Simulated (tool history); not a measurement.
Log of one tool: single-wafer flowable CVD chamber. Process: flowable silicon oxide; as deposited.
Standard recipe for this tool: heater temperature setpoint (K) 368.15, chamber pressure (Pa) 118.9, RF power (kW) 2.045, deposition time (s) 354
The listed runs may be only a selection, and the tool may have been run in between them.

| run | hour | heater temperature setpoint (K) | chamber pressure (Pa) | RF power (kW) | deposition time (s) | wafers since the last listed run | hours since the last thermocouple change | hours since the last RF generator calibration | hours since the last manometer calibration | hours since the showerhead was replaced | hours since the gauge calibration | read-back reference wafer on the same gauge, thickness_nm | mean film thickness on the monitor wafer (Å) |
|---|---|---|---|---|---|---|---|---|---|---|---|---|---|
| 1 | 0.0 | 368.15 | 118.9 | 2.045 | 354 | 0 | 1104.8 | 388.7 | 114.0 | 5280.7 | 833.0 | 354.274 | 3112.84 |
| 2 | 41.1 | 368.15 | 118.9 | 2.045 | 354 | 142 | 1145.9 | 429.8 | 155.1 | 5321.8 | 874.1 | 353.939 | 3101.70 |
| 3 | 95.9 | 368.15 | 118.9 | 2.045 | 354 | 189 | 1200.7 | 484.6 | 209.9 | 5376.6 | 928.9 | 354.357 | 3064.75 |
| 4 | 188.4 | 368.15 | 118.9 | 2.235 | 354 | 319 | 1293.2 | 577.1 | 302.4 | 5469.1 | 1021.4 | 354.018 | 3154.53 |
| 5 | 229.1 | 368.15 | 118.9 | 2.045 | 354 | 140 | 1333.9 | 617.8 | 343.1 | 5509.8 | 1062.1 | 354.234 | 3087.39 |
| 6 | 331.4 | 368.15 | 118.9 | 2.045 | 354 | 353 | 1436.2 | 720.1 | 445.4 | 5612.1 | 1164.4 | 353.173 | 3109.81 |
| 7 | 588.2 | 368.15 | 118.9 | 2.045 | 354 | 887 | 1693.0 | 976.9 | 702.2 | 5868.9 | 1421.2 | 354.161 | 3155.10 |
| 8 | 678.3 | 368.15 | 118.9 | 2.045 | 354 | 311 | 1783.1 | 1067.0 | 792.3 | 5959.0 | 1511.3 | 354.395 | 3141.25 |
| 9 | 870.3 | 368.15 | 118.9 | 2.045 | 354 | 663 | 1975.1 | 1259.0 | 984.3 | 6151.0 | 1703.3 | 353.605 | 3192.85 |
| 10 | 972.1 | 368.15 | 118.9 | 2.045 | 354 | 351 | 2076.9 | 1360.8 | 1086.1 | 6252.8 | 1805.1 | 353.682 | 3176.85 |
|  | 1013.4 | capacitance manometer re-zeroed and calibrated |
| 11 | 1068.4 | 368.15 | 118.9 | 2.045 | 354 | 305 | 2173.2 | 1457.1 | 55.0 | 6349.1 | 1901.4 | 354.166 | 3243.39 |
| 12 | 1114.6 | 368.15 | 118.9 | 2.045 | 354 | 159 | 2219.4 | 1503.3 | 101.2 | 6395.3 | 1947.6 | 354.107 | 3197.10 |
| 13 | 1191.4 | 368.15 | 118.9 | 2.045 | 354 | 265 | 2296.2 | 1580.1 | 178.0 | 6472.1 | 2024.4 | 353.997 | 3246.82 |
|  | 1238.4 | gauge calibrated |
|  | 1292.8 | RF generator calibrated |
| 14 | 1296.2 | 363.15 | 118.9 | 2.045 | 354 | 334 | 2401.0 | 3.4 | 282.8 | 6576.9 | 57.8 | 354.014 | 3742.60 |
| 15 | 1338.7 | 368.15 | 118.9 | 2.045 | 354 | 146 | 2443.5 | 45.9 | 325.3 | 6619.4 | 100.3 | 353.397 | 3242.03 |
|  | 1406.9 | thermocouple changed; heater temperature recalibrated |
|  | 1409.1 | showerhead replaced, of another model than before |
| 16 | 1596.6 | 368.15 | 118.9 | 2.045 | 354 | 856 | 189.7 | 303.8 | 583.2 | 187.5 | 358.2 | 353.761 | 2990.46 |
| 17 | 1669.5 | 368.15 | 127.3 | 2.410 | 354 | 251 | 262.6 | 376.7 | 656.1 | 260.4 | 431.1 | 353.941 | 3273.38 |
| 18 | 1769.7 | 368.15 | 97.9 | 1.900 | 354 | 346 | 362.8 | 476.9 | 756.3 | 360.6 | 531.3 | 354.041 | 2580.67 |
| 19 | 1867.4 | 368.15 | 118.9 | 2.045 | 354 | 337 | 460.5 | 574.6 | 854.0 | 458.3 | 629.0 | 354.561 | 2983.22 |
| 20 | 1967.4 | 368.15 | 118.9 | 1.770 | 354 | 345 | 560.5 | 674.6 | 954.0 | 558.3 | 729.0 | 354.360 | 2849.52 |
|  | 2031.0 | capacitance manometer re-zeroed and calibrated |
| 21 | 2067.9 | 359.15 | 141.9 | 2.150 | 328 | 319 | 661.0 | 775.1 | 36.9 | 658.8 | 829.5 | 354.019 | 4186.36 |
| 22 | 2143.1 | 368.15 | 118.9 | 2.045 | 354 | 259 | 736.2 | 850.3 | 112.1 | 734.0 | 904.7 | 353.849 | 3039.16 |
| 23 | 2181.7 | 368.15 | 118.9 | 2.045 | 354 | 133 | 774.8 | 888.9 | 150.7 | 772.6 | 943.3 | 354.789 | 2993.27 |
| 24 | 2247.7 | 368.15 | 118.9 | 1.920 | 326 | 228 | 840.8 | 954.9 | 216.7 | 838.6 | 1009.3 | 354.123 | 2740.25 |
| 25 | 2320.1 | 377.15 | 118.9 | 2.045 | 354 | 250 | 913.2 | 1027.3 | 289.1 | 911.0 | 1081.7 | 354.282 | 2331.63 |
| 26 | 2424.3 | 368.15 | 107.2 | 2.355 | 354 | 360 | 1017.4 | 1131.5 | 393.3 | 1015.2 | 1185.9 | 354.390 | 2927.21 |
| 27 | 2469.2 | 368.15 | 118.9 | 2.445 | 388 | 155 | 1062.3 | 1176.4 | 438.2 | 1060.1 | 1230.8 | 353.192 | 3459.93 |
| 28 | 2559.7 | 368.15 | 118.9 | 1.735 | 354 | 312 | 1152.8 | 1266.9 | 528.7 | 1150.6 | 1321.3 | 354.127 | 2867.43 |
| 29 | 2614.9 | 368.15 | 118.9 | 2.045 | 315 | 190 | 1208.0 | 1322.1 | 583.9 | 1205.8 | 1376.5 | 353.869 | 2714.48 |

What differs in the tool's unlogged condition from the final listed run ahead of each entry between runs to the first listed run following it?
In the gap between runs 10 and 11: capacitance manometer re-zeroed and calibrated (hour 1013.4)
  wafer temperature above the value expected at the setpoint (K): -1.73 -> -1.89
  measured value less the no-hidden-state value, mean film thickness on the monitor wafer (Å): +156.74 -> +174.37
In the gap between runs 13 and 14: gauge calibrated (hour 1238.4); RF generator calibrated (hour 1292.8)
  wafer temperature above the value expected at the setpoint (K): -2.1 -> -2.29
  measured value less the no-hidden-state value, mean film thickness on the monitor wafer (Å): +193.76 -> +224.07
In the gap between runs 15 and 16: thermocouple changed; heater temperature recalibrated (hour 1406.9); showerhead replaced, of another model than before (hour 1409.1)
  wafer temperature above the value expected at the setpoint (K): -2.37 -> 0.36
  measured value less the no-hidden-state value, mean film thickness on the monitor wafer (Å): +217.66 -> -31.51
In the gap between runs 20 and 21: capacitance manometer re-zeroed and calibrated (hour 2031.0)
  wafer temperature above the value expected at the setpoint (K): 0.252 -> 0.204
  measured value less the no-hidden-state value, mean film thickness on the monitor wafer (Å): -21.01 -> -22.32

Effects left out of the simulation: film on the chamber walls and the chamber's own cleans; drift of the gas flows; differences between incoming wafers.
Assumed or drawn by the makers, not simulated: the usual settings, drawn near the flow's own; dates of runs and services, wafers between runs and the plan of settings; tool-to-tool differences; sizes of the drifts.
